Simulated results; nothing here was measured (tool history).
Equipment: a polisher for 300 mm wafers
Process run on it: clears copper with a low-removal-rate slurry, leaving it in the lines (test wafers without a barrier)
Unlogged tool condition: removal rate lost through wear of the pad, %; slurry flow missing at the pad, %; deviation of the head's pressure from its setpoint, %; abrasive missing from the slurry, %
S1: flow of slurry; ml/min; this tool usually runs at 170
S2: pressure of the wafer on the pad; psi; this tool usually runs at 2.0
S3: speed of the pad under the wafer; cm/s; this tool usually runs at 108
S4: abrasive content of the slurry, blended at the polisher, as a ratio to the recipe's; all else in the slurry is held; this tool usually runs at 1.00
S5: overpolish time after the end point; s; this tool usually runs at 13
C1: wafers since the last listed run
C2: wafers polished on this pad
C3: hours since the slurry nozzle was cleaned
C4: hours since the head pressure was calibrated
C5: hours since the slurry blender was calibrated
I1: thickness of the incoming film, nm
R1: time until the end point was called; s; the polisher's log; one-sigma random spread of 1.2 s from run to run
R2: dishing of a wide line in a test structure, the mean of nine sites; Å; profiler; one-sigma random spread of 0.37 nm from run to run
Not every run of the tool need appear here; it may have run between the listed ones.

Run 1, hour 0.0: usual settings but S5 16 s; C1 0; C2 585; C3 108.3; C4 231.7; C5 59.6; I1 206.8. Result: R1 83.2 s, R2 304 Å.
Run 2, hour 52.8: usual settings but S5 16 s; C1 341; C2 926; C3 161.1; C4 284.5; C5 112.4; I1 206.6. Result: R1 82.8 s, R2 304 Å.
At hour 84.2: head pressure recalibrated.
At hour 106.8: worn pad replaced by a new one.
Run 3, hour 129.2: usual settings but S5 16 s; C1 455; C2 144; C3 237.5; C4 45.0; C5 188.8; I1 210.8. Result: R1 91.4 s, R2 277 Å.
At hour 267.8: slurry blender recalibrated.
Run 4, hour 323.2: usual settings; C1 1242; C2 1387; C3 431.5; C4 239.0; C5 55.4; I1 210.6. Result: R1 87.6 s, R2 251 Å.
At hour 346.9: worn pad replaced by a new one.
Run 5, hour 368.0: usual settings but S1 135 ml/min, S3 88 cm/s; C1 264; C2 136; C3 476.3; C4 283.8; C5 100.2; I1 207.3. Result: R1 106.2 s, R2 203 Å.
At hour 396.3: head pressure recalibrated.
At hour 423.0: slurry nozzle cleaned.
Run 6, hour 455.5: usual settings but S1 135 ml/min, S3 88 cm/s; C1 546; C2 683; C3 32.5; C4 59.2; C5 187.7; I1 213.8. Result: R1 118.2 s, R2 188 Å.
At hour 531.5: slurry blender recalibrated.
Run 7, hour 561.7: usual settings but S1 135 ml/min, S3 88 cm/s; C1 674; C2 1357; C3 138.7; C4 165.4; C5 30.2; I1 207.2. Result: R1 113.6 s, R2 197 Å.
At hour 571.8: worn pad replaced by a new one.
Run 8, hour 668.2: usual settings but S3 130 cm/s; C1 663; C2 624; C3 245.2; C4 271.9; C5 136.7; I1 207.9. Result: R1 71.4 s, R2 301 Å.
At hour 689.0: head pressure recalibrated.
Run 9, hour 747.2: usual settings but S2 2.4 psi, S3 86 cm/s; C1 498; C2 1122; C3 324.2; C4 58.2; C5 215.7; I1 211.9. Result: R1 94.1 s, R2 223 Å.
At hour 780.4: worn pad replaced by a new one.
At hour 785.3: slurry blender recalibrated.
Run 10, hour 805.0: usual settings but S2 1.7 psi, S3 72 cm/s, S4 0.85, S5 11 s; C1 335; C2 146; C3 382.0; C4 116.0; C5 19.7; I1 207.6. Result: R1 169.1 s, R2 113 Å.
Run 11, hour 844.5: usual settings but S2 1.7 psi, S3 132 cm/s, S4 1.25; C1 255; C2 401; C3 421.5; C4 155.5; C5 59.2; I1 212.0. Result: R1 80.2 s, R2 267 Å.
At hour 869.0: slurry nozzle cleaned.
Run 12, hour 937.8: usual settings but S1 135 ml/min, S3 88 cm/s; C1 597; C2 999; C3 68.8; C4 248.8; C5 152.5; I1 210.0. Result: R1 108.9 s, R2 197 Å.
At hour 984.1: head pressure recalibrated.
At hour 1004.0: worn pad replaced by a new one.
Run 13, hour 1024.6: usual settings but S1 110 ml/min; C1 522; C2 133; C3 155.6; C4 40.5; C5 239.3; I1 209.7. Result: R1 100.7 s, R2 213 Å.
At hour 1036.2: slurry blender recalibrated.
Run 14, hour 1067.7: usual settings but S4 0.75; C1 266; C2 399; C3 198.7; C4 83.6; C5 31.5; I1 209.1. Result: R1 103.4 s, R2 214 Å.
Run 15, hour 1134.0: usual settings but S1 205 ml/min; C1 429; C2 828; C3 265.0; C4 149.9; C5 97.8; I1 207.2. Result: R1 88.1 s, R2 249 Å.

What if the next run were any one of these 4? Each begins from the tool's condition after run 15:
Run A, hour 1134.5: usual settings but S1 190 ml/min; C1 3; C2 831; C3 265.5; C4 150.4; C5 98.3; I1 211.6. Result: R1 ?, R2 ?.
Run B, hour 1134.5: usual settings but S4 0.80, S5 19 s; C1 3; C2 831; C3 265.5; C4 150.4; C5 98.3; I1 211.6. Result: R1 ?, R2 ?.
Run C, hour 1134.5: usual settings but S1 210 ml/min, S2 1.8 psi, S3 136 cm/s, S4 0.85; C1 3; C2 831; C3 265.5; C4 150.4; C5 98.3; I1 211.6. Result: R1 ?, R2 ?.
Run D, hour 1134.5: usual settings but S3 82 cm/s; C1 3; C2 831; C3 265.5; C4 150.4; C5 98.3; I1 211.6. Result: R1 ?, R2 ?.

run     R1   R2
  A   92.6  247
  B  102.2  317
  C   85.5  264
  D  124.1  189
Without the tool's hidden state the same runs would have given:
run     R1   R2
  A   93.4  245
  B  103.1  314
  C   86.2  262
  D  125.2  187
